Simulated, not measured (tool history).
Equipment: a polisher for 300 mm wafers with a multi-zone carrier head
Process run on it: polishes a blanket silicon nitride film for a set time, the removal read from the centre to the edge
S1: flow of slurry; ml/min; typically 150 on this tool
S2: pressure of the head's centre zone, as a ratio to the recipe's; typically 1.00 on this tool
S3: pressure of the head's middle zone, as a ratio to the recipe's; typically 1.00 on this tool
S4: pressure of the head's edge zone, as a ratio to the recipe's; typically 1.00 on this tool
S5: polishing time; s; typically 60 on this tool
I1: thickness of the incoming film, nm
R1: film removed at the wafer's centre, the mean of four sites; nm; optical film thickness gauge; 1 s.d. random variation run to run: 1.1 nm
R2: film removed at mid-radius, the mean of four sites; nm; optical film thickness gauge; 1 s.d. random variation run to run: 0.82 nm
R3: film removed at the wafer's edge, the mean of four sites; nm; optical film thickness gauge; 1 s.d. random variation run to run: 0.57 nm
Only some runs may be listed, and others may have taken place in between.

run 1 day=0.000 | S1=150 S2=1.00 S3=1.00 S4=1.00 S5=60 | I1=814.0 | R1=72.1 R2=72.9 R3=75.4
run 2 day=1.646 | S1=115 S2=1.04 S3=1.06 S4=1.00 S5=60 | I1=825.5 | R1=68.1 R2=72.3 R3=73.2
-- day=7.504 slurry nozzle cleaned, repeated, since the last time left the tool worse
run 3 day=7.671 | S1=105 S2=0.88 S3=1.11 S4=1.06 S5=60 | I1=830.6 | R1=65.3 R2=83.6 R3=80.0
run 4 day=9.217 | S1=150 S2=1.00 S3=1.00 S4=1.00 S5=48 | I1=821.9 | R1=63.6 R2=64.2 R3=64.9
run 5 day=17.046 | S1=100 S2=0.91 S3=1.00 S4=1.00 S5=60 | I1=820.5 | R1=66.9 R2=74.6 R3=77.9
-- day=19.212 centre zone pressure recalibrated
run 6 day=21.354 | S1=150 S2=1.00 S3=0.94 S4=1.00 S5=60 | I1=815.1 | R1=77.8 R2=75.3 R3=80.8
-- day=23.446 edge zone pressure recalibrated
run 7 day=23.667 | S1=150 S2=0.94 S3=1.00 S4=0.94 S5=76 | I1=836.9 | R1=92.0 R2=102.4 R3=98.8
-- day=23.846 worn pad replaced by a new one
run 8 day=27.617 | S1=150 S2=1.00 S3=1.00 S4=1.00 S5=60 | I1=818.9 | R1=79.5 R2=78.2 R3=79.6
run 9 day=29.275 | S1=150 S2=1.00 S3=1.00 S4=1.00 S5=42 | I1=819.8 | R1=55.6 R2=56.1 R3=55.2
-- day=30.250 slurry nozzle cleaned
run 10 day=32.475 | S1=150 S2=1.00 S3=1.09 S4=1.00 S5=44 | I1=812.4 | R1=58.9 R2=64.6 R3=59.3
-- day=34.138 carrier head's membrane replaced by a new one
run 11 day=42.425 | S1=150 S2=0.90 S3=1.00 S4=1.00 S5=60 | I1=832.7 | R1=70.8 R2=80.7 R3=81.2
run 12 day=45.700 | S1=150 S2=0.93 S3=1.00 S4=1.00 S5=60 | I1=814.1 | R1=72.4 R2=78.7 R3=80.6
-- day=46.717 centre zone pressure recalibrated
run 13 day=49.621 | S1=190 S2=1.10 S3=1.00 S4=1.00 S5=60 | I1=811.1 | R1=91.6 R2=82.5 R3=83.0
run 14 day=52.275 | S1=110 S2=1.00 S3=1.05 S4=1.00 S5=60 | I1=819.1 | R1=73.2 R2=78.9 R3=76.4
-- day=53.467 slurry nozzle cleaned
-- day=53.479 worn pad replaced by a new one
run 15 day=56.667 | S1=150 S2=1.00 S3=1.07 S4=0.89 S5=60 | I1=821.3 | R1=79.2 R2=86.9 R3=76.6
run 16 day=61.092 | S1=150 S2=1.00 S3=1.00 S4=1.00 S5=60 | I1=819.6 | R1=79.1 R2=80.9 R3=81.6
run 17 day=64.396 | S1=150 S2=0.90 S3=1.00 S4=1.00 S5=60 | I1=834.7 | R1=71.6 R2=80.6 R3=81.6
run 18 day=67.029 | S1=150 S2=1.00 S3=1.00 S4=1.00 S5=60 | I1=831.7 | R1=79.2 R2=80.7 R3=80.7

Forecast run 19:
run 19 day=68.608 | S1=150 S2=1.00 S3=1.05 S4=1.04 S5=78 | I1=816.4 | R1=? R2=? R3=?

{"run 19": {"R1": 103.1, "R2": 107.5, "R3": 107.7}}
With no hidden state in the tool, this same run would have given R1 104.9 nm, R2 109.2 nm, R3 109.0 nm.

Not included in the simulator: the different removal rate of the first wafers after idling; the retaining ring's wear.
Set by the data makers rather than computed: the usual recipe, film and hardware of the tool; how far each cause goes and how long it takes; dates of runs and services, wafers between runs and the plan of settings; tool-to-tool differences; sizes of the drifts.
